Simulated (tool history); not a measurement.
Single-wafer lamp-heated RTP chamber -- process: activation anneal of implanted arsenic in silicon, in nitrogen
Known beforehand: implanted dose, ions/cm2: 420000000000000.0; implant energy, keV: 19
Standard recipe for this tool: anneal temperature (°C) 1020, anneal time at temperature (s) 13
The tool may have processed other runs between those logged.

run,hour,anneal temperature (°C),anneal time at temperature (s),wafers since the last listed run,wafers since the last pyrometer calibration,wafers since the reflector plate was cleaned,hours since the gauge calibration,"read-back reference wafer on the same gauge, sheet resistance",sheet resistance of the implanted and annealed layer (ohm/square)
1,0,1035,13,0,1152,6866,283.9,212.95,249.97
2,39.7,1035,13,760,1912,7626,323.6,212.96,249.78
# hour 58.7: reflector plate cleaned
3,93.6,1035,13,878,2791,668,377.5,212.88,249.46
4,157.4,1020,13,1221,4012,1889,441.3,213.04,251.49
5,233.3,1020,13,1453,5465,3342,517.2,213.04,251.02
6,301.7,1020,13,1309,6775,4652,585.6,213,251.05
7,379,1039,17,1479,8255,6131,662.9,213.07,246.28
8,432.6,1039,17,1026,9281,7158,716.5,213.01,246.52
# hour 453.7: pyrometer window cleaned and pyrometer calibrated
# hour 477.8: reflector plate cleaned
9,531.8,1039,17,1592,1342,1033,815.7,212.97,245.83
10,595.9,1020,13,1227,2569,2261,879.8,212.96,250.12
11,644.2,1020,13,924,3494,3185,928.1,213.03,250.47
12,684.1,1020,13,763,4258,3949,968,213.05,250.2
13,726.7,1020,13,815,5073,4765,1010.6,213,249.69
14,801.1,1020,13,1424,6498,6189,1085,212.97,249.93
15,872.8,1020,13,1372,7870,7561,1156.7,212.92,249.12
16,926.3,1020,13,1024,8894,8586,1210.2,213.03,250.56
# hour 935.1: reflector plate cleaned
17,993.2,1006,18,1127,10022,1111,1277.1,213.05,249.56
# hour 1049.2: pyrometer window cleaned and pyrometer calibrated, repeated, since the last time left the tool worse
18,1049.7,1020,19,928,8,2040,1333.6,212.96,249.58
# hour 1346.5: reflector plate cleaned
19,1370.8,1005,13,5993,6002,464,1654.7,212.96,253.2
20,1459.4,1020,6,1696,7698,2160,1743.3,212.99,255.38
# hour 1496.3: pyrometer window cleaned and pyrometer calibrated
21,1561.8,1042,13,1807,1253,3967,1845.7,213.03,248.68
22,1658.3,1020,13,1847,3101,5815,1942.2,213.06,251.52
23,1704.7,1046,9,888,3989,6703,1988.6,213.01,250.23
# hour 1761.8: reflector plate cleaned
24,1788.5,1020,13,1451,5440,510,2072.4,212.96,250.87
# hour 1867.2: gauge calibrated
25,1868.7,1041,10,1535,6975,2045,1.5,213,249.43
26,1916.8,1020,13,920,7896,2966,49.6,212.98,251.08
27,1969.6,1049,8,1010,8907,3977,102.4,213.02,250.28
# hour 2029.3: pyrometer window cleaned and pyrometer calibrated
28,2040.5,1035,17,1204,215,5181,173.3,213.04,248.17
29,2120,999,13,1521,1737,6703,252.8,212.98,253.67
30,2175.1,1020,18,1054,2792,7758,307.9,213.12,249.45
31,2222.8,1034,5,913,3705,8671,355.6,213.02,254.99
# hour 2263.1: reflector plate cleaned
32,2303.7,999,15,1395,5100,776,436.5,212.97,252.97
33,2395.8,1042,20,1763,6863,2540,528.6,212.97,243.93

Hidden state or all else? Some run-to-run changes of sheet resistance of the implanted and annealed layer (ohm/square), split into what the settings, what came in and random variation would give without the hidden state, and what is left for the hidden state (with any gauge scatter that isn't in both results):
Hidden conditions of the tool in this case: true wafer temperature minus pyrometer reading, K; wafer temperature error from the tarnished reflector plate, K; gauge reads high (%).
Run 8 -> 9: pyrometer window cleaned and pyrometer calibrated, reflector plate cleaned. sheet resistance of the implanted and annealed layer (ohm/square) -0.69: hidden state -0.96, all else +0.27.
Run 17 -> 18: anneal temperature (°C) 1006 -> 1020, anneal time at temperature (s) 18 -> 19, pyrometer window cleaned and pyrometer calibrated, repeated, since the last time left the tool worse. sheet resistance of the implanted and annealed layer (ohm/square) +0.02: hidden state +1.85, all else -1.83.
Run 20 -> 21: anneal temperature (°C) 1020 -> 1042, anneal time at temperature (s) 6 -> 13, pyrometer window cleaned and pyrometer calibrated. sheet resistance of the implanted and annealed layer (ohm/square) -6.7: hidden state +0.26, all else -6.96.
Run 27 -> 28: anneal temperature (°C) 1049 -> 1035, anneal time at temperature (s) 8 -> 17, pyrometer window cleaned and pyrometer calibrated. sheet resistance of the implanted and annealed layer (ohm/square) -2.11: hidden state +0.61, all else -2.72.
Run 30 -> 31: anneal temperature (°C) 1020 -> 1034, anneal time at temperature (s) 18 -> 5. sheet resistance of the implanted and annealed layer (ohm/square) +5.54: hidden state +0.03, all else +5.51.
Run 32 -> 33: anneal temperature (°C) 999 -> 1042, anneal time at temperature (s) 15 -> 20. sheet resistance of the implanted and annealed layer (ohm/square) -9.04: hidden state -0.5, all else -8.54.

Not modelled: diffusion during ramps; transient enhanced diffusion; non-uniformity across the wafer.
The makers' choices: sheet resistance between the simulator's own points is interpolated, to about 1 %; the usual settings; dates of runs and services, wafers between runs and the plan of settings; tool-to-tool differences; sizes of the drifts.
